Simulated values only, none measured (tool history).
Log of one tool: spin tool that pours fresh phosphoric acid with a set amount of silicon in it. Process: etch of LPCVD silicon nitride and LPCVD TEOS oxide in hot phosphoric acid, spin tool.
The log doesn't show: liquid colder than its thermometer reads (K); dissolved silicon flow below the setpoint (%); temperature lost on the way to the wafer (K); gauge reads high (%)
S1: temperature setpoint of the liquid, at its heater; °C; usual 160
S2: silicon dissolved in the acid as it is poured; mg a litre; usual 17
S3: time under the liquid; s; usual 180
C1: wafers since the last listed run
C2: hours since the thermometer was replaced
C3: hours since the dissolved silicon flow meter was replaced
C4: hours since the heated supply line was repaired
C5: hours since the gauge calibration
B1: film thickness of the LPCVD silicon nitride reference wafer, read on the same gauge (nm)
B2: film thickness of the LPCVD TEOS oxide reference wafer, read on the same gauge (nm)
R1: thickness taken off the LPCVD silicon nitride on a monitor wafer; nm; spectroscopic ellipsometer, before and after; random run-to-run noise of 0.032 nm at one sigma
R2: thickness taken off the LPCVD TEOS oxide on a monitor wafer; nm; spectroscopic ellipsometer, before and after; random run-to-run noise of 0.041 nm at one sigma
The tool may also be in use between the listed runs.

run 1 hour=0 | S1=158.5 S2=17 S3=180 | C1=0 C2=2586 C3=2477.6 C4=2439.9 C5=73.7 | B1=79.99 B2=129.99 | R1=13.36 R2=0.694
run 2 hour=11.1 | S1=160 S2=17 S3=180 | C1=107 C2=2597.1 C3=2488.7 C4=2451 C5=84.8 | B1=79.99 B2=129.973 | R1=14.13 R2=0.72
run 3 hour=18.2 | S1=160 S2=17 S3=180 | C1=68 C2=2604.2 C3=2495.8 C4=2458.1 C5=91.9 | B1=79.98 B2=130.014 | R1=14.06 R2=0.727
run 4 hour=33.5 | S1=160 S2=17 S3=125 | C1=148 C2=2619.5 C3=2511.1 C4=2473.4 C5=107.2 | B1=80 B2=130.007 | R1=9.76 R2=0.487
run 5 hour=41.1 | S1=160 S2=17 S3=125 | C1=73 C2=2627.1 C3=2518.7 C4=2481 C5=114.8 | B1=80 B2=130.019 | R1=9.76 R2=0.53
run 6 hour=54.8 | S1=160 S2=17 S3=180 | C1=132 C2=2640.8 C3=2532.4 C4=2494.7 C5=128.5 | B1=80.02 B2=129.966 | R1=14.03 R2=0.731
-- hour=62.8 thermometer replaced
run 7 hour=63.3 | S1=160 S2=17 S3=180 | C1=72 C2=0.5 C3=2540.9 C4=2503.2 C5=137 | B1=80 B2=130.001 | R1=14.06 R2=0.703
run 8 hour=79.9 | S1=160 S2=17 S3=180 | C1=160 C2=17.1 C3=2557.5 C4=2519.8 C5=153.6 | B1=79.99 B2=129.993 | R1=14.05 R2=0.682
-- hour=81.4 gauge calibrated
run 9 hour=91.6 | S1=160 S2=17 S3=180 | C1=113 C2=28.8 C3=2569.2 C4=2531.5 C5=10.2 | B1=79.99 B2=129.937 | R1=14.01 R2=0.718
-- hour=93.9 heated supply line repaired
run 10 hour=100.4 | S1=163 S2=17 S3=180 | C1=75 C2=37.6 C3=2578 C4=6.5 C5=19 | B1=80 B2=130.053 | R1=17.74 R2=1.145
run 11 hour=108.2 | S1=157.5 S2=25 S3=250 | C1=75 C2=45.4 C3=2585.8 C4=14.3 C5=26.8 | B1=79.99 B2=130.009 | R1=20.48 R2=0.919
-- hour=113.4 dissolved silicon flow meter replaced
run 12 hour=114.4 | S1=160 S2=17 S3=180 | C1=50 C2=51.6 C3=1 C4=20.5 C5=33 | B1=80.01 B2=130.023 | R1=15.99 R2=0.959
run 13 hour=120.7 | S1=162 S2=27 S3=85 | C1=61 C2=57.9 C3=7.3 C4=26.8 C5=39.3 | B1=79.99 B2=129.965 | R1=8.08 R2=0.389
run 14 hour=128.4 | S1=162 S2=8.5 S3=260 | C1=74 C2=65.6 C3=15 C4=34.5 C5=47 | B1=80.01 B2=129.986 | R1=24.71 R2=2.023
run 15 hour=136.3 | S1=162.5 S2=17 S3=130 | C1=76 C2=73.5 C3=22.9 C4=42.4 C5=54.9 | B1=80.02 B2=130.003 | R1=12.52 R2=0.901
run 16 hour=151.6 | S1=160 S2=17 S3=180 | C1=148 C2=88.8 C3=38.2 C4=57.7 C5=70.2 | B1=80 B2=129.965 | R1=16.01 R2=0.933
run 17 hour=160.8 | S1=158.5 S2=25.5 S3=150 | C1=89 C2=98 C3=47.4 C4=66.9 C5=79.4 | B1=80 B2=130.005 | R1=12.71 R2=0.541
run 18 hour=178.4 | S1=162.5 S2=10 S3=90 | C1=170 C2=115.6 C3=65 C4=84.5 C5=97 | B1=80.02 B2=129.986 | R1=8.67 R2=0.675

3 ways to go on from here, each from the tool as it stands after run 18. What would each give?
run A hour=178.9 | S1=160 S2=17 S3=180 | C1=4 C2=116.1 C3=65.5 C4=85 C5=97.5 | B1=? B2=? | R1=? R2=?
run B hour=178.9 | S1=160 S2=27.5 S3=180 | C1=4 C2=116.1 C3=65.5 C4=85 C5=97.5 | B1=? B2=? | R1=? R2=?
run C hour=178.9 | S1=162 S2=17 S3=180 | C1=4 C2=116.1 C3=65.5 C4=85 C5=97.5 | B1=? B2=? | R1=? R2=?

run=A B1=80 B2=129.959 R1=16.02 R2=0.987
run=B B1=80 B2=129.959 R1=16.02 R2=0.714
run=C B1=80 B2=129.959 R1=17.13 R2=1.144
Take away the tool's hidden state, keep each run's random variation, and the runs would have read:
run=A R1=16.19 R2=1.01
run=B R1=16.19 R2=0.731
run=C R1=17.31 R2=1.171

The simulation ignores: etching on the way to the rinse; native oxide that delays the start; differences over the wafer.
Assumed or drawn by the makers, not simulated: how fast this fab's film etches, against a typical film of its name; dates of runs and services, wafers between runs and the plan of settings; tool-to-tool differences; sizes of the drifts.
